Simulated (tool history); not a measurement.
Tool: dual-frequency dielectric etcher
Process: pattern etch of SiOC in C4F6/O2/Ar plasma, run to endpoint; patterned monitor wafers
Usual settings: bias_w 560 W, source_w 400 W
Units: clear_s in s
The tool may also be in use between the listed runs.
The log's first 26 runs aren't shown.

run   hour  bias_w  source_w  incoming incoming film thickness, nm  clear_s
 27  601.8     520       490                                 30.71      8.9
 28  632.6     447       470                                 30.77      9.3
 29  660.1     422       330                                 30.65     10.9
 30  675.5     433       400                                 30.54       10
 31  700.4     602       320                                 30.42     10.2
 32  718.8     680       350                                 30.85      9.6
 33  742.3     560       460                                 30.85      8.9
 34  761.1     560       480                                 31.06      8.8
 35  782.9     437       340                                 30.93     10.7

4 ways to go on from here, each from the tool as it stands after run 35. What would each give?
  A  783.3     560       310                                 30.55        ?
  B  783.3     488       480                                 30.55        ?
  C  783.3     482       350                                 30.55        ?
  D  783.3     521       470                                 30.55        ?

run  clear_s
  A     10.4
  B      8.9
  C     10.2
  D      8.8
Without the tool's hidden state the same runs would have given:
run  clear_s
  A     10.7
  B      9.1
  C     10.5
  D      9.1
